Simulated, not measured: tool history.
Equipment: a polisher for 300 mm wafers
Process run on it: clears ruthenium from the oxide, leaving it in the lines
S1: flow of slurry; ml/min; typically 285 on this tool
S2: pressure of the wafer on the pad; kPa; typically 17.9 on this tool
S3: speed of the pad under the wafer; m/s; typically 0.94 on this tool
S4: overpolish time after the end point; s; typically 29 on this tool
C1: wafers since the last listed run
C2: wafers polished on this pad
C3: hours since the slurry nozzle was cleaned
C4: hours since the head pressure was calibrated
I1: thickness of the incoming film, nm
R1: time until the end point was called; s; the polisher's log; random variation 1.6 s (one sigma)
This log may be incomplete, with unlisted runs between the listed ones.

run 1 hour=0 | S1=285 S2=17.9 S3=0.94 S4=29 | C1=0 C2=1604 C3=746.3 C4=205.5 | I1=136.5 | R1=105.2
run 2 hour=92.7 | S1=285 S2=17.9 S3=0.94 S4=29 | C1=1111 C2=2716 C3=839 C4=298.2 | I1=134.9 | R1=106
run 3 hour=140.6 | S1=285 S2=17.9 S3=0.94 S4=29 | C1=574 C2=3290 C3=886.9 C4=346.1 | I1=133.3 | R1=101.6
-- hour=198.3 slurry nozzle cleaned
run 4 hour=214.4 | S1=245 S2=17.9 S3=0.74 S4=29 | C1=873 C2=4164 C3=16.1 C4=419.9 | I1=135.8 | R1=130.1
run 5 hour=273.3 | S1=245 S2=17.9 S3=0.74 S4=29 | C1=706 C2=4870 C3=75 C4=478.8 | I1=134.8 | R1=130.1
-- hour=355.3 worn pad replaced by a new one
run 6 hour=355.8 | S1=245 S2=17.9 S3=0.74 S4=29 | C1=941 C2=6 C3=157.5 C4=561.3 | I1=135.5 | R1=137.4
run 7 hour=460.1 | S1=285 S2=17.9 S3=0.94 S4=39 | C1=1251 C2=1257 C3=261.8 C4=665.6 | I1=135.7 | R1=109.1
run 8 hour=553.6 | S1=285 S2=17.9 S3=0.94 S4=39 | C1=1121 C2=2379 C3=355.3 C4=759.1 | I1=137.2 | R1=113.5
run 9 hour=601.3 | S1=285 S2=17.9 S3=0.94 S4=39 | C1=572 C2=2951 C3=403 C4=806.8 | I1=133.7 | R1=115.8
run 10 hour=658.5 | S1=285 S2=20 S3=0.94 S4=29 | C1=686 C2=3637 C3=460.2 C4=864 | I1=134.4 | R1=100.8
-- hour=687.2 head pressure recalibrated
run 11 hour=737.1 | S1=235 S2=17.9 S3=0.94 S4=29 | C1=918 C2=4556 C3=538.8 C4=49.9 | I1=135 | R1=115.7
run 12 hour=835.8 | S1=285 S2=17.9 S3=0.94 S4=42 | C1=1183 C2=5740 C3=637.5 C4=148.6 | I1=134.9 | R1=120.9
-- hour=879.1 worn pad replaced by a new one, repeated, since the last time left the tool worse
run 13 hour=879.6 | S1=285 S2=17.9 S3=0.94 S4=42 | C1=477 C2=6 C3=681.3 C4=192.4 | I1=136.9 | R1=102.7
run 14 hour=963.4 | S1=285 S2=17.9 S3=0.94 S4=29 | C1=1005 C2=1011 C3=765.1 C4=276.2 | I1=132.5 | R1=98.5
-- hour=971 slurry nozzle cleaned
run 15 hour=1017.9 | S1=285 S2=17.9 S3=0.94 S4=29 | C1=641 C2=1653 C3=46.9 C4=330.7 | I1=134.9 | R1=100.7
run 16 hour=1112.2 | S1=285 S2=17.9 S3=0.94 S4=29 | C1=1131 C2=2784 C3=141.2 C4=425 | I1=133.5 | R1=103.1
run 17 hour=1239.5 | S1=285 S2=23.4 S3=0.94 S4=29 | C1=1527 C2=4311 C3=268.5 C4=552.3 | I1=135 | R1=80.5
-- hour=1287.2 worn pad replaced by a new one
run 18 hour=1331 | S1=260 S2=17.9 S3=0.94 S4=29 | C1=1049 C2=525 C3=360 C4=643.8 | I1=137.7 | R1=107.8
run 19 hour=1406.7 | S1=285 S2=17.9 S3=0.94 S4=22 | C1=908 C2=1433 C3=435.7 C4=719.5 | I1=138.1 | R1=106.1
run 20 hour=1473.2 | S1=285 S2=17.9 S3=0.94 S4=29 | C1=797 C2=2231 C3=502.2 C4=786 | I1=134.9 | R1=107.5
run 21 hour=1516.6 | S1=285 S2=17.9 S3=1.24 S4=29 | C1=520 C2=2752 C3=545.6 C4=829.4 | I1=135.7 | R1=84.1
run 22 hour=1562.6 | S1=285 S2=17.9 S3=0.94 S4=29 | C1=551 C2=3303 C3=591.6 C4=875.4 | I1=134 | R1=105.1
run 23 hour=1631.5 | S1=285 S2=17.9 S3=0.72 S4=24 | C1=826 C2=4130 C3=660.5 C4=944.3 | I1=136.8 | R1=132.4
-- hour=1676.5 head pressure recalibrated
run 24 hour=1702.1 | S1=240 S2=20.7 S3=0.94 S4=15 | C1=822 C2=4953 C3=731.1 C4=25.6 | I1=136.2 | R1=92.8
-- hour=1754.3 worn pad replaced by a new one
-- hour=1778.9 slurry nozzle cleaned
run 25 hour=1808.8 | S1=195 S2=17.9 S3=0.94 S4=29 | C1=1219 C2=642 C3=29.9 C4=132.3 | I1=136.8 | R1=106.2
run 26 hour=1867.8 | S1=335 S2=17.9 S3=0.94 S4=29 | C1=707 C2=1349 C3=88.9 C4=191.3 | I1=136.6 | R1=106.3
run 27 hour=1955.9 | S1=200 S2=12.4 S3=0.94 S4=29 | C1=1056 C2=2406 C3=177 C4=279.4 | I1=134.8 | R1=156.1
run 28 hour=2004.5 | S1=285 S2=17.9 S3=0.94 S4=29 | C1=582 C2=2989 C3=225.6 C4=328 | I1=135.8 | R1=101.6
-- hour=2162.5 worn pad replaced by a new one
run 29 hour=2179.8 | S1=210 S2=13.8 S3=1.22 S4=44 | C1=2054 C2=207 C3=400.9 C4=503.3 | I1=133.8 | R1=107.2
run 30 hour=2242.4 | S1=285 S2=17.9 S3=0.94 S4=39 | C1=750 C2=958 C3=463.5 C4=565.9 | I1=132.5 | R1=101.7
run 31 hour=2286.8 | S1=285 S2=17.9 S3=0.72 S4=38 | C1=532 C2=1490 C3=507.9 C4=610.3 | I1=134.5 | R1=123.1

Run-by-run hidden state of the tool:
slurry flow missing at the pad, %: 0 on each run
deviation of the head's pressure from its setpoint, %: 0 on each run
H1: removal rate lost through wear of the pad, %
run=1 H1=1.99
run=2 H1=3.13
run=3 H1=3.72
run=4 H1=4.63
run=5 H1=5.36
run=6 H1=9.23
run=7 H1=10.5
run=8 H1=11.7
run=9 H1=12.3
run=10 H1=13
run=11 H1=13.9
run=12 H1=15.2
run=13 H1=0.161
run=14 H1=1.2
run=15 H1=1.87
run=16 H1=3.03
run=17 H1=4.6
run=18 H1=1.58
run=19 H1=2.51
run=20 H1=3.33
run=21 H1=3.87
run=22 H1=4.44
run=23 H1=5.29
run=24 H1=6.16
run=25 H1=0.956
run=26 H1=1.68
run=27 H1=2.77
run=28 H1=3.37
run=29 H1=0.871
run=30 H1=1.64
run=31 H1=2.19

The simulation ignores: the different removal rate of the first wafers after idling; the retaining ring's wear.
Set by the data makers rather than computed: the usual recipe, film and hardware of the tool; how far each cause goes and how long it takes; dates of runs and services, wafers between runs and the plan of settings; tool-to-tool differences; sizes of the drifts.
